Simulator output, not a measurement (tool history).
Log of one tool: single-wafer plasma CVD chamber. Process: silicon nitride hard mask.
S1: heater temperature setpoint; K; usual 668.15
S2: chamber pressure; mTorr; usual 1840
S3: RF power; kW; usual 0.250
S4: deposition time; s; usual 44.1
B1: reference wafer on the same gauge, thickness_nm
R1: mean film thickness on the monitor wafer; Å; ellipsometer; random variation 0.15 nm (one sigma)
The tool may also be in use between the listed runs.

run,hour,S1,S2,S3,S4,B1,R1
1,0.0,668.15,1840,0.250,44.1,60.498,493.94
2,35.7,668.15,1840,0.250,44.1,60.498,494.62
3,70.2,668.15,1840,0.250,44.1,60.502,493.71
4,89.8,668.15,1840,0.250,44.1,60.496,491.80
5,111.3,668.15,1840,0.250,44.1,60.463,494.43
6,132.7,668.15,1840,0.250,44.1,60.555,493.18
7,147.3,668.15,1840,0.250,44.1,60.530,489.63
8,163.9,668.15,1840,0.250,44.1,60.502,492.28
9,192.6,662.15,1840,0.250,51.7,60.509,576.24
10,238.4,668.15,1840,0.250,44.1,60.472,466.97
11,258.6,668.15,1840,0.285,44.1,60.469,524.48
12,291.9,673.15,2260,0.250,44.1,60.568,541.29
13,304.4,668.15,1840,0.250,50.1,60.461,581.10
14,333.4,659.15,1510,0.285,36.7,60.497,448.52
15,357.1,668.15,1840,0.235,44.1,60.503,482.59
16,369.9,674.15,1840,0.250,44.1,60.534,507.94
17,387.1,668.15,1840,0.250,44.1,60.495,509.06

Taken out of this log: 6 entries between the listed runs. Where each belongs, and how the hidden state differs across it:
Between runs 8 and 9: thermocouple changed; heater temperature recalibrated (hour 179.2)
  delivered RF power above the setpoint (%): -5.65 -> -5.83
  measured less the result without the state, R1: -26.39 -> -31.89 Å
Between runs 9 and 10: RF generator calibrated (hour 222.9); capacitance manometer re-zeroed and calibrated (hour 229.1)
  delivered RF power above the setpoint (%): -5.83 -> -10.4
  measured less the result without the state, R1: -31.89 -> -49.88 Å
Between runs 10 and 11: showerhead replaced (hour 251.7)
  no hidden state differs between the two runs
  measured less the result without the state, R1: -49.88 -> -53.52 Å
Between runs 11 and 12: RF generator calibrated, repeated, since the last time left the tool worse (hour 284.4)
  delivered RF power above the setpoint (%): -10.4 -> -1.77
  measured less the result without the state, R1: -53.52 -> -8.69 Å
Between runs 12 and 13: gauge calibrated (hour 299.9)
  no hidden state differs between the two runs
  measured less the result without the state, R1: -8.69 -> -9.34 Å
